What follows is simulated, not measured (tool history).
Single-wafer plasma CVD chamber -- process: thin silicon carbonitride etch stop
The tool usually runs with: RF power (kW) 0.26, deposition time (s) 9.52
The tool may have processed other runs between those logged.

run,hour,RF power (kW),deposition time (s),"read-back reference wafer on the same gauge, thickness_nm",mean film thickness on the monitor wafer (angstrom)
1,0,0.26,9.52,6.61,58.41
2,18.4,0.26,9.52,6.614,58.42
3,38.7,0.26,9.52,6.616,58.53
4,53.2,0.26,10.47,6.616,64.19
# hour 132.4: RF generator calibrated
5,147.9,0.26,10.47,6.607,64.3
6,179,0.26,9.52,6.615,58.85
# hour 191.6: gauge calibrated
7,206.5,0.26,9.52,6.605,58.74
# hour 214.5: showerhead replaced
# hour 220.7: thermocouple changed; heater temperature recalibrated
8,242.3,0.26,11.13,6.611,68.08

Expected results for the next run?
9,264.4,0.26,9.52,?,?

read-back reference wafer on the same gauge, thickness_nm: 6.605
mean film thickness on the monitor wafer (angstrom): 58.31
Minus the tool's unlogged condition, the same run would have read mean film thickness on the monitor wafer (angstrom) 58.31.
